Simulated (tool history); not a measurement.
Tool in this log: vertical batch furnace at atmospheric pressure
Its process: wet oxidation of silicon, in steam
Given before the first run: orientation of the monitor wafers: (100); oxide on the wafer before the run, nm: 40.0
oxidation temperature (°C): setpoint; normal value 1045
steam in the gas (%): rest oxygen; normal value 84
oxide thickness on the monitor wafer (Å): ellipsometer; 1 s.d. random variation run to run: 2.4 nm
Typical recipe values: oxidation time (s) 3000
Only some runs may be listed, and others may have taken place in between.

run,day,oxidation temperature (°C),oxidation time (s),steam in the gas (%),wafers since the last listed run,hours since the last temperature calibration,hours since the steam generator was serviced,hours since the gauge calibration,"read-back reference wafer on the same gauge, thickness",oxide thickness on the monitor wafer (Å)
1,0,1045,3000,84,0,2730.6,2919.3,95,460.89,5020.8
2,1.312,1045,3000,84,258,2762.1,2950.8,126.5,460.81,5059.5
3,2.492,1045,3000,84,232,2790.4,2979.1,154.8,460.68,4998.6
4,3.217,1045,3000,84,142,2807.8,2996.5,172.2,460.84,5020.4
5,4.167,1045,3000,84,187,2830.6,3019.3,195,460.64,5028.2
6,5.504,1045,3000,84,263,2862.7,3051.4,227.1,460.89,4984.7
7,6.467,1045,3000,84,189,2885.8,3074.5,250.2,460.7,5014.5
# day 9.875: steam generator serviced
8,9.896,1045,3000,84,478,2968.1,0.5,332.5,460.83,5035.6
9,10.108,1045,3000,84,41,2973.2,5.6,337.6,460.87,5019.4
10,10.325,1045,3000,84,42,2978.4,10.8,342.8,460.54,5010.1
11,11.562,1045,3000,84,243,3008.1,40.5,372.5,461,5010.6
12,12.492,1045,3000,84,182,3030.4,62.8,394.8,461.23,5008.8
13,13.546,1045,3000,84,207,3055.7,88.1,420.1,461.37,5061.6
14,14.546,1045,4140,84,196,3079.7,112.1,444.1,461.11,6047.9
15,15.112,1045,1710,84,111,3093.3,125.7,457.7,461.57,3586.3
16,15.717,1028,3870,75,118,3107.8,140.2,472.2,461.63,4965.8
17,16.717,1045,3000,75,196,3131.8,164.2,496.2,460.85,4730.3
18,18.171,1034,3840,73,286,3166.7,199.1,531.1,460.97,5052.4
19,18.942,1045,4140,89,151,3185.2,217.6,549.6,460.73,6320.3
# day 19.721: gauge calibrated
20,19.992,1045,3000,84,206,3210.4,242.8,6.5,461.27,5011.8
21,20.55,1064,3000,84,109,3223.8,256.2,19.9,460.31,5540.2
22,21.092,1058,3000,76,106,3236.8,269.2,32.9,460.86,5102.8
# day 22.742: thermocouples replaced and temperature profile calibrated
23,22.762,1045,3000,84,132,0.5,309.3,73,461.09,5067.7
24,22.975,1052,2580,84,41,5.6,314.4,78.1,460.81,4748.3
25,23.608,1045,3000,84,124,20.8,329.6,93.3,461.38,5047.8
26,24.954,1066,3930,76,264,53.1,361.9,125.6,461.16,6162.4
27,29.154,1059,3000,93,826,153.9,462.7,226.4,460.98,5703
28,29.875,1045,4140,89,141,171.2,480,243.7,460.68,6288.3
29,31.021,1045,2640,84,225,198.7,507.5,271.2,461.11,4663.8
30,31.779,1062,4290,74,149,216.9,525.7,289.4,460.86,6259.2
31,33.208,1045,2610,84,281,251.2,560,323.7,461.46,4642.3
32,34.442,1058,3000,84,242,280.8,589.6,353.3,461.01,5359.5
33,35.879,1045,2130,95,283,315.3,624.1,387.8,460.62,4394.7
34,36.433,1058,3540,84,109,328.6,637.4,401.1,461.13,5923.2
35,37.258,1063,1920,73,162,348.4,657.2,420.9,460.87,3902.9
36,38.488,1045,3000,84,242,377.9,686.7,450.4,461.34,5039.7
37,39.388,1045,3000,84,177,399.5,708.3,472,461.24,4998.5

Alternative continuations, all from the tool just after run 37; predict every row:
A,39.604,1045,3000,79,42,404.7,713.5,477.2,?,?
B,39.604,1051,3000,81,42,404.7,713.5,477.2,?,?
C,39.604,1054,3000,84,42,404.7,713.5,477.2,?,?
D,39.604,1021,4470,84,42,404.7,713.5,477.2,?,?
E,39.604,1045,4170,84,42,404.7,713.5,477.2,?,?

run,"read-back reference wafer on the same gauge, thickness",oxide thickness on the monitor wafer (Å)
A,461.43,4855.5
B,461.43,5088.3
C,461.43,5280.9
D,461.43,5622.5
E,461.43,6132.6
With the hidden condition removed and each run's random variation left untouched, the same runs would have given:
run,oxide thickness on the monitor wafer (Å)
A,4855.5
B,5088.3
C,5280.9
D,5622.5
E,6132.6
